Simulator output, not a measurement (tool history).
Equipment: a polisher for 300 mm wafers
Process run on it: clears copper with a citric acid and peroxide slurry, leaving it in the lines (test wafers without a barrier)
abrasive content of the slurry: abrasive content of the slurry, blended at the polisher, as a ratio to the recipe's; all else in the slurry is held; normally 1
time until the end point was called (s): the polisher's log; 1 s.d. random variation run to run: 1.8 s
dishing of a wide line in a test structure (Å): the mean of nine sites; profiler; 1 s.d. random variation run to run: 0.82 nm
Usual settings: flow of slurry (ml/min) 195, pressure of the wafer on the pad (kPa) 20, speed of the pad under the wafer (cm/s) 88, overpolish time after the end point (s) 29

run     day  flow of slurry (ml/min)  pressure of the wafer on the pad (kPa)  speed of the pad under the wafer (cm/s)  abrasive content of the slurry  overpolish time after the end point (s)  wafers since the last listed run  wafers polished on this pad  hours since the slurry nozzle was cleaned  hours since the head pressure was calibrated  hours since the slurry blender was calibrated  incoming thickness of the incoming film, nm  time until the end point was called (s)  dishing of a wide line in a test structure (Å)
  1       0                      195                                      20                                       88                               1                                       29                                 0                         1891                                       88.3                                        1007.1                                          260.3                                        300.7                                    157.8                                             388
  2   1.221                      195                                      20                                       88                             1.1                                       29                               199                         2090                                      117.6                                        1036.4                                          289.6                                        309.7                                    159.2                                             388
      3.438  -- worn pad replaced by a new one
  3   3.458                      195                                      20                                       88                             1.1                                       29                               337                            3                                      171.3                                        1090.1                                          343.3                                        310.3                                    151.1                                             423
  4   4.758                      195                                      20                                       88                             1.1                                       29                               212                          215                                      202.5                                        1121.3                                          374.5                                        307.4                                    154.9                                             411
      5.421  -- slurry blender recalibrated
  5   7.467                      195                                      20                                       88                               1                                       29                               428                          644                                      267.5                                        1186.3                                           49.1                                        304.5                                    161.9                                             390
  6   8.721                      195                                      20                                       88                               1                                       29                               204                          848                                      297.6                                        1216.4                                           79.2                                        308.4                                    163.9                                             386
  7  11.138                      195                                      20                                       88                               1                                       29                               394                         1243                                      355.6                                        1274.4                                          137.2                                        302.2                                    164.1                                             369
     11.846  -- slurry nozzle cleaned
  8  12.967                      195                                      20                                       88                               1                                       29                               291                         1535                                       26.9                                        1318.3                                          181.1                                        305.6                                    160.8                                             393
  9  14.696                      195                                      20                                       88                               1                                       29                               282                         1817                                       68.4                                        1359.8                                          222.6                                        306.6                                    161.9                                             394
 10  17.688                      195                                      20                                       88                               1                                       29                               488                         2305                                      140.2                                        1431.6                                          294.4                                        302.1                                    159.9                                             367
     18.875  -- worn pad replaced by a new one
     19.854  -- head pressure recalibrated
 11  20.233                      195                                      20                                       88                               1                                       29                               374                          207                                      201.3                                           9.1                                          355.5                                        305.7                                    157.2                                             400
 12   21.95                      195                                      20                                       88                            0.75                                       45                               280                          488                                      242.5                                          50.3                                          396.7                                        307.8                                    171.2                                             527
     22.404  -- slurry blender recalibrated
 13  24.242                      195                                    22.1                                       62                             1.2                                       29                               360                          848                                      297.5                                         105.3                                           44.1                                          310                                    205.7                                             330
 14  25.429                      195                                    26.9                                       96                               1                                       29                               193                         1042                                        326                                         133.8                                           72.6                                        302.2                                    113.9                                             546
 15  28.075                      195                                    16.5                                      102                               1                                       29                               431                         1474                                      389.5                                         197.3                                          136.1                                        306.8                                    176.6                                             367
     29.625  -- slurry nozzle cleaned
 16  30.238                      160                                      20                                       66                               1                                       24                               346                         1820                                       14.7                                         249.2                                            188                                        302.3                                      214                                             247
 17  32.779                      195                                      20                                       76                               1                                       29                               414                         2235                                       75.7                                         310.2                                            249                                        306.7                                      187                                             330
     34.896  -- worn pad replaced by a new one
 18  35.746                      260                                      20                                       88                               1                                       39                               456                          138                                      146.9                                         381.4                                          320.2                                        297.9                                    149.1                                             530
 19  37.196                      140                                      20                                       64                             1.3                                       42                               236                          375                                      181.7                                         416.2                                            355                                        305.1                                    209.5                                             436
     38.988  -- slurry blender recalibrated
 20  39.629                      160                                    26.9                                       88                               1                                       29                               383                          758                                      240.1                                         474.6                                           15.4                                        301.8                                    119.7                                             492
 21    41.8                      195                                      20                                       88                               1                                       29                               354                         1113                                      292.2                                         526.7                                           67.5                                        311.5                                    163.7                                             377
     43.492  -- slurry nozzle cleaned
 22  43.879                      195                                      20                                       88                               1                                       29                               332                         1445                                        9.3                                         576.6                                          117.4                                        304.6                                    159.2                                             380
 23  46.467                      195                                      20                                       88                               1                                       29                               422                         1868                                       71.4                                         638.7                                          179.5                                        308.9                                    159.6                                             391
     48.725  -- worn pad replaced by a new one
 24  49.171                      195                                    25.5                                       88                               1                                       23                               414                           72                                      136.3                                         703.6                                          244.4                                        305.1                                    120.3                                             416
 25  50.492                      195                                      20                                       88                               1                                       29                               215                          288                                        168                                         735.3                                          276.1                                        305.4                                    157.1                                             393
 26  52.292                      195                                      20                                       88                               1                                       29                               293                          581                                      211.2                                         778.5                                          319.3                                        303.8                                      157                                             390
     54.104  -- slurry blender recalibrated
 27    54.8                      195                                      20                                       58                               1                                       29                               395                          977                                      271.4                                         838.7                                           16.7                                        308.6                                    247.5                                             263
 28  56.912                      195                                      20                                       78                             0.9                                       29                               344                         1322                                      322.1                                         889.4                                           67.4                                        298.7                                    184.6                                             338

Branching from run 28: 4 alternative next runs. What would each branch give?
  A  56.933                      195                                      20                                       88                               1                                       29                                 3                         1325                                      322.6                                         889.9                                           67.9                                        308.1                                        ?                                               ?
  B  56.933                      140                                    13.1                                       88                               1                                       37                                 3                         1325                                      322.6                                         889.9                                           67.9                                        308.1                                        ?                                               ?
  C  56.933                      195                                      20                                      108                               1                                       29                                 3                         1325                                      322.6                                         889.9                                           67.9                                        308.1                                        ?                                               ?
  D  56.933                      195                                    15.2                                       60                            0.75                                       29                                 3                         1325                                      322.6                                         889.9                                           67.9                                        308.1                                        ?                                               ?

run  time until the end point was called (s)  dishing of a wide line in a test structure (Å)
  A                                    162.7                                             376
  B                                    249.4                                             314
  C                                    133.2                                             447
  D                                    320.6                                             202
Stripped of hidden state, with their random variation kept, the same runs would have yielded:
run  time until the end point was called (s)  dishing of a wide line in a test structure (Å)
  A                                    149.2                                             406
  B                                    227.5                                             340
  C                                    122.2                                             481
  D                                    294.1                                             218
